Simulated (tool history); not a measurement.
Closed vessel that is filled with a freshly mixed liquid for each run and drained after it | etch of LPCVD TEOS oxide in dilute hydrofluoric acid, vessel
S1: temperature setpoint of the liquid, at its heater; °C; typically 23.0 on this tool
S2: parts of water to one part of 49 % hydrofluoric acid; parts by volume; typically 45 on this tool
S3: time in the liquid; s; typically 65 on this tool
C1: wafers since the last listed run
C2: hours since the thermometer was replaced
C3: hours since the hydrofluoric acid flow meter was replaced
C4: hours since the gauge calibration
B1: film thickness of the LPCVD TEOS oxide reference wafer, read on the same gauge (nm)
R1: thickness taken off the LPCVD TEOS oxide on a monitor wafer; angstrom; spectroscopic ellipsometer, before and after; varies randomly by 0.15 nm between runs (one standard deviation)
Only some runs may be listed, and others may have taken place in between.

run 1 hour=0.0 | S1=23.0 S2=45 S3=65 | C1=0 C2=2843.7 C3=1511.9 C4=142.8 | B1=29.99 | R1=230.8
run 2 hour=14.0 | S1=23.0 S2=30 S3=65 | C1=1277 C2=2857.7 C3=1525.9 C4=156.8 | B1=30.00 | R1=347.6
run 3 hour=27.1 | S1=23.0 S2=30 S3=65 | C1=1195 C2=2870.8 C3=1539.0 C4=169.9 | B1=30.01 | R1=351.8
run 4 hour=36.3 | S1=23.0 S2=45 S3=45 | C1=839 C2=2880.0 C3=1548.2 C4=179.1 | B1=30.00 | R1=159.7
run 5 hour=42.5 | S1=23.0 S2=45 S3=45 | C1=565 C2=2886.2 C3=1554.4 C4=185.3 | B1=30.01 | R1=159.0
-- hour=52.8 hydrofluoric acid flow meter replaced
run 6 hour=54.3 | S1=23.0 S2=45 S3=85 | C1=985 C2=2898.0 C3=1.5 C4=197.1 | B1=30.00 | R1=303.3
run 7 hour=64.3 | S1=23.0 S2=45 S3=85 | C1=912 C2=2908.0 C3=11.5 C4=207.1 | B1=30.01 | R1=302.1
run 8 hour=74.1 | S1=23.0 S2=45 S3=85 | C1=894 C2=2917.8 C3=21.3 C4=216.9 | B1=29.99 | R1=302.2
run 9 hour=85.9 | S1=23.0 S2=45 S3=45 | C1=1076 C2=2929.6 C3=33.1 C4=228.7 | B1=29.98 | R1=158.7
-- hour=91.8 thermometer replaced
run 10 hour=101.9 | S1=27.0 S2=55 S3=100 | C1=1368 C2=10.1 C3=49.1 C4=244.7 | B1=30.01 | R1=374.0
run 11 hour=109.2 | S1=26.5 S2=55 S3=65 | C1=666 C2=17.4 C3=56.4 C4=252.0 | B1=30.00 | R1=237.1
run 12 hour=126.0 | S1=23.0 S2=45 S3=65 | C1=1533 C2=34.2 C3=73.2 C4=268.8 | B1=29.99 | R1=258.2
run 13 hour=141.3 | S1=25.5 S2=45 S3=30 | C1=1396 C2=49.5 C3=88.5 C4=284.1 | B1=29.99 | R1=129.2
run 14 hour=158.0 | S1=23.0 S2=45 S3=65 | C1=1523 C2=66.2 C3=105.2 C4=300.8 | B1=29.98 | R1=251.6
run 15 hour=170.4 | S1=23.0 S2=50 S3=65 | C1=1131 C2=78.6 C3=117.6 C4=313.2 | B1=30.00 | R1=226.1
run 16 hour=181.1 | S1=23.0 S2=45 S3=65 | C1=976 C2=89.3 C3=128.3 C4=323.9 | B1=30.00 | R1=255.8
run 17 hour=194.9 | S1=26.5 S2=60 S3=95 | C1=1259 C2=103.1 C3=142.1 C4=337.7 | B1=29.98 | R1=316.8
run 18 hour=208.2 | S1=26.0 S2=25 S3=95 | C1=1213 C2=116.4 C3=155.4 C4=351.0 | B1=30.01 | R1=775.8
run 19 hour=221.6 | S1=21.5 S2=45 S3=65 | C1=1222 C2=129.8 C3=168.8 C4=364.4 | B1=30.02 | R1=234.9
-- hour=230.0 gauge calibrated
run 20 hour=231.2 | S1=23.0 S2=45 S3=65 | C1=876 C2=139.4 C3=178.4 C4=1.2 | B1=30.00 | R1=250.1
run 21 hour=245.4 | S1=27.0 S2=35 S3=50 | C1=1295 C2=153.6 C3=192.6 C4=15.4 | B1=30.01 | R1=298.5
run 22 hour=253.0 | S1=19.0 S2=30 S3=85 | C1=693 C2=161.2 C3=200.2 C4=23.0 | B1=30.00 | R1=427.8
run 23 hour=262.9 | S1=27.5 S2=45 S3=95 | C1=903 C2=171.1 C3=210.1 C4=32.9 | B1=29.99 | R1=446.1
run 24 hour=279.2 | S1=23.0 S2=55 S3=65 | C1=1487 C2=187.4 C3=226.4 C4=49.2 | B1=29.99 | R1=204.2
run 25 hour=291.9 | S1=27.5 S2=25 S3=105 | C1=1158 C2=200.1 C3=239.1 C4=61.9 | B1=30.01 | R1=914.3
run 26 hour=308.2 | S1=23.0 S2=45 S3=90 | C1=1487 C2=216.4 C3=255.4 C4=78.2 | B1=29.98 | R1=348.5
run 27 hour=317.2 | S1=23.0 S2=45 S3=65 | C1=821 C2=225.4 C3=264.4 C4=87.2 | B1=29.99 | R1=254.4
run 28 hour=334.4 | S1=19.0 S2=30 S3=85 | C1=1569 C2=242.6 C3=281.6 C4=104.4 | B1=30.01 | R1=427.4
run 29 hour=341.3 | S1=21.5 S2=50 S3=45 | C1=629 C2=249.5 C3=288.5 C4=111.3 | B1=30.02 | R1=148.1
run 30 hour=357.0 | S1=24.5 S2=55 S3=100 | C1=1432 C2=265.2 C3=304.2 C4=127.0 | B1=29.99 | R1=333.6
run 31 hour=400.8 | S1=19.5 S2=60 S3=90 | C1=3996 C2=309.0 C3=348.0 C4=170.8 | B1=30.01 | R1=222.4
run 32 hour=413.3 | S1=26.0 S2=45 S3=65 | C1=1140 C2=321.5 C3=360.5 C4=183.3 | B1=29.99 | R1=285.5

5 options for the next run, each taken on its own from the tool as it stands now. Forecast them:
run A hour=414.0 | S1=23.0 S2=45 S3=65 | C1=63 C2=322.2 C3=361.2 C4=184.0 | B1=? | R1=?
run B hour=414.0 | S1=27.5 S2=55 S3=50 | C1=63 C2=322.2 C3=361.2 C4=184.0 | B1=? | R1=?
run C hour=414.0 | S1=25.0 S2=65 S3=65 | C1=63 C2=322.2 C3=361.2 C4=184.0 | B1=? | R1=?
run D hour=414.0 | S1=25.0 S2=40 S3=40 | C1=63 C2=322.2 C3=361.2 C4=184.0 | B1=? | R1=?
run E hour=414.0 | S1=18.0 S2=45 S3=65 | C1=63 C2=322.2 C3=361.2 C4=184.0 | B1=? | R1=?

run=A B1=30.03 R1=251.4
run=B B1=30.03 R1=187.7
run=C B1=30.03 R1=184.1
run=D B1=30.03 R1=190.4
run=E B1=30.03 R1=203.1
With the hidden condition removed and each run's random variation left untouched, the same runs would have given:
run=A R1=257.0
run=B R1=191.7
run=C R1=188.1
run=D R1=194.6
run=E R1=207.9
